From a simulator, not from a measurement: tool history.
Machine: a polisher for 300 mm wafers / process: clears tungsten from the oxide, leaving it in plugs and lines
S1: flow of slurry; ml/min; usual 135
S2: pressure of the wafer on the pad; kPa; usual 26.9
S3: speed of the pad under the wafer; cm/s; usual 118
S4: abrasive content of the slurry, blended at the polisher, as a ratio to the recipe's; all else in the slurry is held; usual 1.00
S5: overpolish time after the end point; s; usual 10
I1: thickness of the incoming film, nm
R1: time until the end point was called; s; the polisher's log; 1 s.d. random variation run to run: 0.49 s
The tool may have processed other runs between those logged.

Run 1, day 0.000: usual settings; I1 320.5. Result: R1 52.4 s.
Run 2, day 0.800: usual settings but S1 100 ml/min; I1 318.2. Result: R1 56.7 s.
Run 3, day 1.721: usual settings but S3 102 cm/s, S4 1.10; I1 322.7. Result: R1 61.8 s.
Run 4, day 2.750: usual settings but S1 95 ml/min, S3 140 cm/s, S4 0.90; I1 320.4. Result: R1 51.9 s.
Run 5, day 3.254: usual settings; I1 324.7. Result: R1 55.2 s.
At day 3.817: slurry blender recalibrated.
Run 6, day 4.162: usual settings; I1 318.6. Result: R1 52.6 s.
At day 4.912: worn pad replaced by a new one.
At day 5.446: slurry nozzle cleaned.
Run 7, day 5.467: usual settings but S2 36.5 kPa, S3 132 cm/s; I1 322.6. Result: R1 33.9 s.
Run 8, day 6.162: usual settings but S4 0.85; I1 323.0. Result: R1 53.1 s.
Run 9, day 7.467: usual settings; I1 319.9. Result: R1 51.7 s.
Run 10, day 8.854: usual settings; I1 318.9. Result: R1 52.2 s.
At day 8.971: slurry tank refilled with fresh slurry and peroxide.
Run 11, day 10.217: usual settings; I1 316.8. Result: R1 52.7 s.
Run 12, day 10.938: usual settings; I1 317.4. Result: R1 52.6 s.
Run 13, day 11.471: usual settings but S1 120 ml/min, S2 24.1 kPa, S3 76 cm/s, S5 12 s; I1 320.7. Result: R1 93.6 s.
Run 14, day 12.504: usual settings but S4 0.85, S5 6 s; I1 314.4. Result: R1 55.8 s.
Run 15, day 13.833: usual settings but S5 4 s; I1 316.0. Result: R1 54.7 s.
At day 14.238: worn pad replaced by a new one.
Run 16, day 14.929: usual settings; I1 320.1. Result: R1 55.4 s.
At day 15.671: slurry nozzle cleaned.
Run 17, day 16.004: usual settings but S3 156 cm/s, S4 1.20; I1 322.5. Result: R1 38.0 s.
Run 18, day 16.992: usual settings but S5 6 s; I1 324.9. Result: R1 53.7 s.
Run 19, day 18.479: usual settings but S2 17.2 kPa, S3 84 cm/s, S5 5 s; I1 318.5. Result: R1 109.5 s.
Run 20, day 19.412: usual settings but S2 33.8 kPa, S4 1.20, S5 14 s; I1 324.2. Result: R1 42.7 s.
At day 19.979: slurry tank refilled with fresh slurry and peroxide.
Run 21, day 20.142: usual settings but S3 106 cm/s; I1 326.7. Result: R1 61.7 s.
Run 22, day 21.321: usual settings; I1 314.5. Result: R1 54.0 s.
Run 23, day 22.392: usual settings but S1 95 ml/min, S4 0.70, S5 4 s; I1 318.0. Result: R1 65.1 s.
Run 24, day 23.133: usual settings but S1 180 ml/min; I1 317.1. Result: R1 52.2 s.
Run 25, day 23.896: usual settings but S3 102 cm/s, S4 1.10; I1 317.9. Result: R1 62.1 s.

Here are 5 independent what-if runs from the current tool condition. What would each one return?
Run A, day 23.912: usual settings; I1 322.3. Result: R1 ?.
Run B, day 23.912: usual settings but S2 35.2 kPa; I1 322.3. Result: R1 ?.
Run C, day 23.912: usual settings but S4 0.70, S5 12 s; I1 322.3. Result: R1 ?.
Run D, day 23.912: usual settings but S3 138 cm/s, S4 0.90; I1 322.3. Result: R1 ?.
Run E, day 23.912: usual settings but S1 175 ml/min, S2 31.0 kPa, S4 0.85, S5 15 s; I1 322.3. Result: R1 ?.

run    R1
  A  56.4
  B  44.3
  C  61.3
  D  49.5
  E  48.8
Without the tool's unlogged condition, the same runs would have read:
run    R1
  A  49.4
  B  38.7
  C  53.8
  D  43.4
  E  43.4
